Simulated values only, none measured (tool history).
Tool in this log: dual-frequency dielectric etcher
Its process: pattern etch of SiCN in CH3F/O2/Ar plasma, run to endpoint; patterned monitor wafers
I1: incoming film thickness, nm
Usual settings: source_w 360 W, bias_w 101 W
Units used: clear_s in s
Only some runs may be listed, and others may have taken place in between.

{"run": 1, "hour": 0.0, "source_w": 360, "bias_w": 101, "I1": 8.3, "clear_s": 18.7}
{"run": 2, "hour": 84.1, "source_w": 360, "bias_w": 101, "I1": 8.31, "clear_s": 19}
{"run": 3, "hour": 148.9, "source_w": 360, "bias_w": 101, "I1": 8.28, "clear_s": 18.8}
{"run": 4, "hour": 227.5, "source_w": 360, "bias_w": 101, "I1": 8.26, "clear_s": 18.9}
{"run": 5, "hour": 305.3, "source_w": 290, "bias_w": 101, "I1": 8.34, "clear_s": 20.5}
{"run": 6, "hour": 367.5, "source_w": 360, "bias_w": 101, "I1": 8.37, "clear_s": 19.2}
{"run": 7, "hour": 432.8, "source_w": 360, "bias_w": 101, "I1": 8.3, "clear_s": 18.8}
{"run": 8, "hour": 517.7, "source_w": 360, "bias_w": 88, "I1": 8.34, "clear_s": 20}
{"run": 9, "hour": 623.3, "source_w": 440, "bias_w": 108, "I1": 8.38, "clear_s": 17.5}
{"run": 10, "hour": 727.5, "source_w": 390, "bias_w": 94, "I1": 8.28, "clear_s": 18.8}
{"run": 11, "hour": 780.9, "source_w": 330, "bias_w": 120, "I1": 8.39, "clear_s": 18.6}
{"run": 12, "hour": 886.1, "source_w": 400, "bias_w": 80, "I1": 8.34, "clear_s": 19.7}
{"run": 13, "hour": 952.2, "source_w": 360, "bias_w": 101, "I1": 8.3, "clear_s": 18.9}
{"run": 14, "hour": 1032.8, "source_w": 280, "bias_w": 112, "I1": 8.28, "clear_s": 20.2}

Withheld: 5 entries from between the runs. Position of each, and hidden state at the listed run before versus the listed run after:
After run 1, before run 2: wet clean of the chamber (hour 33.7)
  nothing in the hidden state changes from one run to the other
After run 7, before run 8: bias power generator calibrated (hour 499.9)
  nothing in the hidden state changes from one run to the other
After run 8, before run 9: source power generator calibrated (hour 600.1); wet clean of the chamber (hour 622.8)
  nothing in the hidden state changes from one run to the other
After run 9, before run 10: upper electrode replaced (hour 727)
  nothing in the hidden state changes from one run to the other
